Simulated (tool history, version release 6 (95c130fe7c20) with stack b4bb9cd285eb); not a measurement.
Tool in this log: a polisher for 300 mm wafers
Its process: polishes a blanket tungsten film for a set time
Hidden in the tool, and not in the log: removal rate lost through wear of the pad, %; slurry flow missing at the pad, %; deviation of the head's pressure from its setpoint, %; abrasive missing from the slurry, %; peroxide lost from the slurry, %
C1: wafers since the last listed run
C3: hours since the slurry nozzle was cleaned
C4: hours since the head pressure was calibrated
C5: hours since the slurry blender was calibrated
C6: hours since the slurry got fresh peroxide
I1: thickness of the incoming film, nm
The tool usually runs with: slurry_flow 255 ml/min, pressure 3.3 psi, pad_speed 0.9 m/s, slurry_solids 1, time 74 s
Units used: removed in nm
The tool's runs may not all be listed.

Run 1, hour 0: usual settings; C1 0; wafers polished on this pad 116; C3 194.1; C4 974.4; C5 73.3; C6 14.1; I1 1148.1. Result: removed 295.2 nm.
Run 2, hour 25.6: usual settings; C1 187; wafers polished on this pad 304; C3 219.7; C4 1000; C5 98.9; C6 39.7; I1 1124.2. Result: removed 297 nm.
Run 3, hour 60.1: usual settings; C1 253; wafers polished on this pad 557; C3 254.2; C4 1034.5; C5 133.4; C6 74.2; I1 1140.8. Result: removed 293.5 nm.
At hour 69.4: slurry blender recalibrated.
At hour 97.4: slurry tank refilled with fresh slurry and peroxide.
Run 4, hour 136.3: usual settings but slurry_flow 195 ml/min; C1 537; wafers polished on this pad 1094; C3 330.4; C4 1110.7; C5 66.9; C6 38.9; I1 1139.5. Result: removed 285.3 nm.
At hour 152.2: worn pad replaced by a new one.
Run 5, hour 156.7: usual settings but slurry_flow 195 ml/min; C1 120; wafers polished on this pad 32; C3 350.8; C4 1131.1; C5 87.3; C6 59.3; I1 1146. Result: removed 286.6 nm.
Run 6, hour 171.7: usual settings but slurry_flow 195 ml/min; C1 110; wafers polished on this pad 142; C3 365.8; C4 1146.1; C5 102.3; C6 74.3; I1 1120.4. Result: removed 286.7 nm.
At hour 182.8: slurry blender recalibrated.
Run 7, hour 196.4: usual settings but slurry_flow 310 ml/min, time 61 s; C1 166; wafers polished on this pad 309; C3 390.5; C4 1170.8; C5 13.6; C6 99; I1 1135.7. Result: removed 245.9 nm.
At hour 220: slurry tank refilled with fresh slurry and peroxide.
Run 8, hour 239.1: usual settings but slurry_flow 310 ml/min, time 61 s; C1 305; wafers polished on this pad 615; C3 433.2; C4 1213.5; C5 56.3; C6 19.1; I1 1136.7. Result: removed 251.6 nm.
Run 9, hour 267.5: usual settings; C1 208; wafers polished on this pad 823; C3 461.6; C4 1241.9; C5 84.7; C6 47.5; I1 1132.6. Result: removed 297.1 nm.
At hour 286.4: head pressure recalibrated.
Run 10, hour 293: usual settings; C1 172; wafers polished on this pad 996; C3 487.1; C4 6.6; C5 110.2; C6 73; I1 1129.2. Result: removed 298.6 nm.
Run 11, hour 305.5: usual settings but pressure 4.3 psi, pad_speed 0.6 m/s, time 61 s; C1 91; wafers polished on this pad 1087; C3 499.6; C4 19.1; C5 122.7; C6 85.5; I1 1119.3. Result: removed 210.9 nm.
At hour 310.5: worn pad replaced by a new one.
At hour 321.2: slurry blender recalibrated.
Run 12, hour 332.6: usual settings but pad_speed 0.66 m/s, time 67 s; C1 154; wafers polished on this pad 147; C3 526.7; C4 46.2; C5 11.4; C6 112.6; I1 1125.4. Result: removed 196.9 nm.
At hour 345.2: slurry tank refilled with fresh slurry and peroxide.
At hour 351.1: slurry nozzle cleaned.
Run 13, hour 352.7: usual settings; C1 132; wafers polished on this pad 280; C3 1.6; C4 66.3; C5 31.5; C6 7.5; I1 1136.1. Result: removed 295 nm.
Run 14, hour 365.1: usual settings but pad_speed 1 m/s, slurry_solids 1.2, time 55 s; C1 90; wafers polished on this pad 371; C3 14; C4 78.7; C5 43.9; C6 19.9; I1 1129.6. Result: removed 254.8 nm.
Run 15, hour 387: usual settings but slurry_flow 185 ml/min, pressure 4.4 psi, pad_speed 1.08 m/s, slurry_solids 0.85; C1 160; wafers polished on this pad 531; C3 35.9; C4 100.6; C5 65.8; C6 41.8; I1 1104.1. Result: removed 435.6 nm.
At hour 458: slurry blender recalibrated.
Run 16, hour 469: usual settings but pressure 2.5 psi, pad_speed 0.66 m/s, slurry_solids 1.25, time 55 s; C1 586; wafers polished on this pad 1118; C3 117.9; C4 182.6; C5 11; C6 123.8; I1 1129.1. Result: removed 126.2 nm.
At hour 473.2: slurry tank refilled with fresh slurry and peroxide.
At hour 479.3: worn pad replaced by a new one.
Run 17, hour 501.2: usual settings but pressure 2.2 psi, slurry_solids 0.8; C1 199; wafers polished on this pad 161; C3 150.1; C4 214.8; C5 43.2; C6 28; I1 1137.3. Result: removed 184.6 nm.
Run 18, hour 533.2: usual settings but slurry_flow 185 ml/min, pressure 4.4 psi, pad_speed 1.08 m/s, slurry_solids 0.85; C1 234; wafers polished on this pad 395; C3 182.1; C4 246.8; C5 75.2; C6 60; I1 1110.3. Result: removed 445.3 nm.
Run 19, hour 567.4: usual settings but slurry_flow 185 ml/min, pressure 4.4 psi, pad_speed 1.08 m/s, slurry_solids 0.85; C1 250; wafers polished on this pad 646; C3 216.3; C4 281; C5 109.4; C6 94.2; I1 1125.7. Result: removed 432.5 nm.
Run 20, hour 579.8: usual settings but slurry_flow 335 ml/min, pressure 4.4 psi; C1 90; wafers polished on this pad 737; C3 228.7; C4 293.4; C5 121.8; C6 106.6; I1 1139.4. Result: removed 401.5 nm.
At hour 588.4: slurry blender recalibrated.
At hour 605.3: slurry tank refilled with fresh slurry and peroxide.
Run 21, hour 605.8: usual settings but slurry_flow 210 ml/min, time 50 s; C1 168; wafers polished on this pad 906; C3 254.7; C4 319.4; C5 17.4; C6 0.5; I1 1132.8. Result: removed 192.4 nm.

Hidden state, per run?
removal rate lost through wear of the pad, %: 0 at every run
slurry flow missing at the pad, %: 0 at every run
deviation of the head's pressure from its setpoint, %: 0 at every run
abrasive missing from the slurry, %: 0 at every run
peroxide lost from the slurry, %: 0 at every run
